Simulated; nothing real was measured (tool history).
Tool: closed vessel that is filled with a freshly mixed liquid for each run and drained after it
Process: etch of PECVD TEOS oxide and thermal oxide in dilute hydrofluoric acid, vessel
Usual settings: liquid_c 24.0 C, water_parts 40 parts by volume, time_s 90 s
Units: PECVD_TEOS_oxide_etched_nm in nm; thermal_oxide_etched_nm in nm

run	hour	liquid_c	water_parts	time_s	wafers since the last listed run	hours since the thermometer was replaced	hours since the hydrofluoric acid flow meter was replaced	hours since the gauge calibration	read-back film thickness of the PECVD TEOS oxide reference wafer, read on the same gauge (nm)	read-back film thickness of the thermal oxide reference wafer, read on the same gauge (nm)	PECVD_TEOS_oxide_etched_nm	thermal_oxide_etched_nm
1	0.0	21.0	40	90	0	2356.4	1.7	420.1	120.02	79.99	43.39	11.27
2	11.9	21.0	40	90	1406	2368.3	13.6	432.0	120.02	79.97	43.40	11.30
3	24.8	21.0	40	90	1525	2381.2	26.5	444.9	120.00	80.02	43.63	11.24
4	31.4	24.0	30	90	780	2387.8	33.1	451.5	119.98	80.00	66.78	17.44
5	38.4	24.0	30	90	827	2394.8	40.1	458.5	119.95	80.00	66.76	17.19
6	49.8	19.5	25	125	1347	2406.2	51.5	469.9	119.97	80.01	92.65	24.18
7	59.1	24.0	40	90	1099	2415.5	60.8	479.2	119.99	79.98	49.50	12.78
# hour 92.9: thermometer replaced
8	109.3	24.0	40	90	5816	16.4	111.0	529.4	119.99	80.00	45.91	11.86
9	118.7	24.0	40	90	1111	25.8	120.4	538.8	120.02	80.00	45.92	11.94
10	127.5	20.0	30	125	1040	34.6	129.2	547.6	120.00	80.00	72.60	19.02
11	143.5	28.5	40	90	1891	50.6	145.2	563.6	120.01	80.01	54.96	14.19
12	153.1	19.0	30	105	1134	60.2	154.8	573.2	119.98	80.02	58.67	15.05
13	177.2	22.0	25	110	2849	84.3	178.9	597.3	120.02	79.99	83.82	21.86
14	184.7	24.0	60	90	886	91.8	186.4	604.8	119.96	79.99	29.73	7.58
15	195.9	19.5	25	90	1324	103.0	197.6	616.0	119.99	79.99	61.63	15.81
# hour 203.5: gauge calibrated
16	245.6	24.0	55	90	5875	152.7	247.3	42.1	120.00	80.00	32.31	8.44
17	255.5	26.0	60	60	1170	162.6	257.2	52.0	120.03	79.98	21.43	5.50
18	270.2	27.0	40	90	1737	177.3	271.9	66.7	120.01	79.99	51.37	13.36
19	286.2	24.0	40	90	1891	193.3	287.9	82.7	120.00	80.00	45.38	11.89
20	294.9	24.0	40	90	1028	202.0	296.6	91.4	119.96	79.99	44.96	11.63
21	300.9	24.0	40	90	709	208.0	302.6	97.4	120.04	79.99	45.11	11.89
22	309.5	22.0	40	125	1016	216.6	311.2	106.0	120.01	79.99	58.59	15.09
23	317.9	22.5	30	50	993	225.0	319.6	114.4	119.97	80.01	32.17	8.28
24	325.8	24.0	40	90	934	232.9	327.5	122.3	119.96	80.02	45.85	11.86
25	334.1	22.5	40	90	981	241.2	335.8	130.6	119.99	80.01	42.64	11.09
26	345.1	24.0	40	90	1300	252.2	346.8	141.6	120.02	80.01	45.53	11.84

4 ways to go on from here, each from the tool as it stands after run 26. What would each give?
A	345.8	28.0	40	90	82	252.9	347.5	142.3	?	?	?	?
B	345.8	20.0	30	140	82	252.9	347.5	142.3	?	?	?	?
C	345.8	22.5	25	130	82	252.9	347.5	142.3	?	?	?	?
D	345.8	24.0	40	55	82	252.9	347.5	142.3	?	?	?	?

run	read-back film thickness of the PECVD TEOS oxide reference wafer, read on the same gauge (nm)	read-back film thickness of the thermal oxide reference wafer, read on the same gauge (nm)	PECVD_TEOS_oxide_etched_nm	thermal_oxide_etched_nm
A	120.00	80.01	53.18	13.81
B	120.00	80.01	80.34	20.86
C	120.00	80.01	100.22	26.02
D	120.00	80.01	27.63	7.17
Without the tool's hidden state the same runs would have given:
run	PECVD_TEOS_oxide_etched_nm	thermal_oxide_etched_nm
A	52.93	13.74
B	79.72	20.70
C	99.48	25.83
D	27.47	7.13
